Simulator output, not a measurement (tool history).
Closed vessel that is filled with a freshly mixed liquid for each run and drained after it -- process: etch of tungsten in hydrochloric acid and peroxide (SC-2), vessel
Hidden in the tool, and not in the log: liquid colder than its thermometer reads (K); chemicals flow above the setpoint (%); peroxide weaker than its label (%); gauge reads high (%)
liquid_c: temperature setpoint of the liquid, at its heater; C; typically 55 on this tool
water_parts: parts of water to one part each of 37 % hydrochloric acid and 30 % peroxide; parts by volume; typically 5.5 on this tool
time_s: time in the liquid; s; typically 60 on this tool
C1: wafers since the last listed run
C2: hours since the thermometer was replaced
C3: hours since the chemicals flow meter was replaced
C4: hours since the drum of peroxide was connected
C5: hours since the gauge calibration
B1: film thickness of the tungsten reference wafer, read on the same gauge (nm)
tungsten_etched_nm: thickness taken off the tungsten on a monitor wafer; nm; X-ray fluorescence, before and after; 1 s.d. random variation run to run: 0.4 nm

run 1 hour=0 | liquid_c=55 water_parts=7 time_s=60 | C1=0 C2=4.3 C3=1095.1 C4=381.5 C5=414 | B1=80 | tungsten_etched_nm=38.05
run 2 hour=58.7 | liquid_c=55 water_parts=5.5 time_s=60 | C1=7558 C2=63 C3=1153.8 C4=440.2 C5=472.7 | B1=79.99 | tungsten_etched_nm=45.12
run 3 hour=155.7 | liquid_c=51.5 water_parts=5.5 time_s=60 | C1=12489 C2=160 C3=1250.8 C4=537.2 C5=569.7 | B1=80.01 | tungsten_etched_nm=35.76
run 4 hour=179.8 | liquid_c=51.5 water_parts=5.5 time_s=60 | C1=3103 C2=184.1 C3=1274.9 C4=561.3 C5=593.8 | B1=79.98 | tungsten_etched_nm=35.22
run 5 hour=237.2 | liquid_c=51.5 water_parts=5.5 time_s=60 | C1=7390 C2=241.5 C3=1332.3 C4=618.7 C5=651.2 | B1=79.97 | tungsten_etched_nm=34.97
run 6 hour=286.4 | liquid_c=48 water_parts=5.5 time_s=85 | C1=6335 C2=290.7 C3=1381.5 C4=667.9 C5=700.4 | B1=80.01 | tungsten_etched_nm=39.17
run 7 hour=357.4 | liquid_c=48 water_parts=5.5 time_s=85 | C1=9141 C2=361.7 C3=1452.5 C4=738.9 C5=771.4 | B1=79.97 | tungsten_etched_nm=38.92
run 8 hour=408.3 | liquid_c=55 water_parts=5.5 time_s=60 | C1=6553 C2=412.6 C3=1503.4 C4=789.8 C5=822.3 | B1=80 | tungsten_etched_nm=43.91
run 9 hour=443.3 | liquid_c=55 water_parts=5.5 time_s=60 | C1=4506 C2=447.6 C3=1538.4 C4=824.8 C5=857.3 | B1=80 | tungsten_etched_nm=43.12
run 10 hour=511.9 | liquid_c=55 water_parts=5.5 time_s=60 | C1=8832 C2=516.2 C3=1607 C4=893.4 C5=925.9 | B1=79.99 | tungsten_etched_nm=42.79
run 11 hour=541 | liquid_c=55 water_parts=5.5 time_s=60 | C1=3746 C2=545.3 C3=1636.1 C4=922.5 C5=955 | B1=80.01 | tungsten_etched_nm=43.67
-- hour=548.4 new drum of peroxide connected
run 12 hour=609.5 | liquid_c=55 water_parts=5.5 time_s=60 | C1=8691 C2=613.8 C3=1704.6 C4=61.1 C5=1023.5 | B1=79.98 | tungsten_etched_nm=43.28
run 13 hour=664.7 | liquid_c=55 water_parts=5.5 time_s=60 | C1=7107 C2=669 C3=1759.8 C4=116.3 C5=1078.7 | B1=80 | tungsten_etched_nm=41.96
run 14 hour=720.5 | liquid_c=55 water_parts=6.5 time_s=70 | C1=7184 C2=724.8 C3=1815.6 C4=172.1 C5=1134.5 | B1=80.03 | tungsten_etched_nm=43.13
-- hour=765.2 gauge calibrated
run 15 hour=785.4 | liquid_c=48.5 water_parts=8 time_s=40 | C1=8356 C2=789.7 C3=1880.5 C4=237 C5=20.2 | B1=80.04 | tungsten_etched_nm=13.48
run 16 hour=813.2 | liquid_c=55 water_parts=5.5 time_s=60 | C1=3579 C2=817.5 C3=1908.3 C4=264.8 C5=48 | B1=79.99 | tungsten_etched_nm=42.04
-- hour=838.5 chemicals flow meter replaced
run 17 hour=876.3 | liquid_c=55 water_parts=5.5 time_s=60 | C1=7996 C2=880.6 C3=37.8 C4=327.9 C5=111.1 | B1=80.01 | tungsten_etched_nm=41.36
run 18 hour=908.7 | liquid_c=55 water_parts=4 time_s=60 | C1=4171 C2=913 C3=70.2 C4=360.3 C5=143.5 | B1=79.98 | tungsten_etched_nm=50.49
run 19 hour=961.1 | liquid_c=55 water_parts=4.5 time_s=75 | C1=6747 C2=965.4 C3=122.6 C4=412.7 C5=195.9 | B1=79.99 | tungsten_etched_nm=58.43
run 20 hour=991.9 | liquid_c=55 water_parts=5.5 time_s=60 | C1=3965 C2=996.2 C3=153.4 C4=443.5 C5=226.7 | B1=79.99 | tungsten_etched_nm=40.96
run 21 hour=1042.2 | liquid_c=65 water_parts=5.5 time_s=45 | C1=6476 C2=1046.5 C3=203.7 C4=493.8 C5=277 | B1=80.02 | tungsten_etched_nm=57.14
-- hour=1048.6 thermometer replaced
run 22 hour=1072.5 | liquid_c=55 water_parts=5.5 time_s=60 | C1=3772 C2=23.9 C3=234 C4=524.1 C5=307.3 | B1=80.04 | tungsten_etched_nm=44.53
run 23 hour=1142.7 | liquid_c=55 water_parts=7.5 time_s=60 | C1=9038 C2=94.1 C3=304.2 C4=594.3 C5=377.5 | B1=80.01 | tungsten_etched_nm=34.52
run 24 hour=1189.2 | liquid_c=55 water_parts=8.5 time_s=60 | C1=5987 C2=140.6 C3=350.7 C4=640.8 C5=424 | B1=79.99 | tungsten_etched_nm=31.58
run 25 hour=1244.3 | liquid_c=47.5 water_parts=5.5 time_s=60 | C1=7094 C2=195.7 C3=405.8 C4=695.9 C5=479.1 | B1=80 | tungsten_etched_nm=26.74
run 26 hour=1276 | liquid_c=64.5 water_parts=7 time_s=60 | C1=4081 C2=227.4 C3=437.5 C4=727.6 C5=510.8 | B1=80.01 | tungsten_etched_nm=67.04
run 27 hour=1326.5 | liquid_c=49.5 water_parts=5.5 time_s=80 | C1=6502 C2=277.9 C3=488 C4=778.1 C5=561.3 | B1=80.01 | tungsten_etched_nm=40.65
run 28 hour=1392.8 | liquid_c=50 water_parts=4 time_s=45 | C1=8536 C2=344.2 C3=554.3 C4=844.4 C5=627.6 | B1=80.04 | tungsten_etched_nm=29.06
-- hour=1412.6 new drum of peroxide connected
run 29 hour=1424.2 | liquid_c=64.5 water_parts=6.5 time_s=80 | C1=3914 C2=375.6 C3=585.7 C4=11.6 C5=659 | B1=80.01 | tungsten_etched_nm=93.66

Branching from run 29: 5 alternative next runs. What would each branch give?
run A hour=1424.9 | liquid_c=55 water_parts=5.5 time_s=60 | C1=90 C2=376.3 C3=586.4 C4=12.3 C5=659.7 | B1=? | tungsten_etched_nm=?
run B hour=1424.9 | liquid_c=48.5 water_parts=4 time_s=60 | C1=90 C2=376.3 C3=586.4 C4=12.3 C5=659.7 | B1=? | tungsten_etched_nm=?
run C hour=1424.9 | liquid_c=55 water_parts=7 time_s=45 | C1=90 C2=376.3 C3=586.4 C4=12.3 C5=659.7 | B1=? | tungsten_etched_nm=?
run D hour=1424.9 | liquid_c=51 water_parts=5.5 time_s=60 | C1=90 C2=376.3 C3=586.4 C4=12.3 C5=659.7 | B1=? | tungsten_etched_nm=?
run E hour=1424.9 | liquid_c=59 water_parts=7.5 time_s=85 | C1=90 C2=376.3 C3=586.4 C4=12.3 C5=659.7 | B1=? | tungsten_etched_nm=?

run=A B1=80.02 tungsten_etched_nm=43.27
run=B B1=80.02 tungsten_etched_nm=35.15
run=C B1=80.02 tungsten_etched_nm=27.04
run=D B1=80.02 tungsten_etched_nm=33.26
run=E B1=80.02 tungsten_etched_nm=62.56
What these runs would have given with no unlogged condition in the tool:
run=A tungsten_etched_nm=45.6
run=B tungsten_etched_nm=37.13
run=C tungsten_etched_nm=28.5
run=D tungsten_etched_nm=35.1
run=E tungsten_etched_nm=65.85
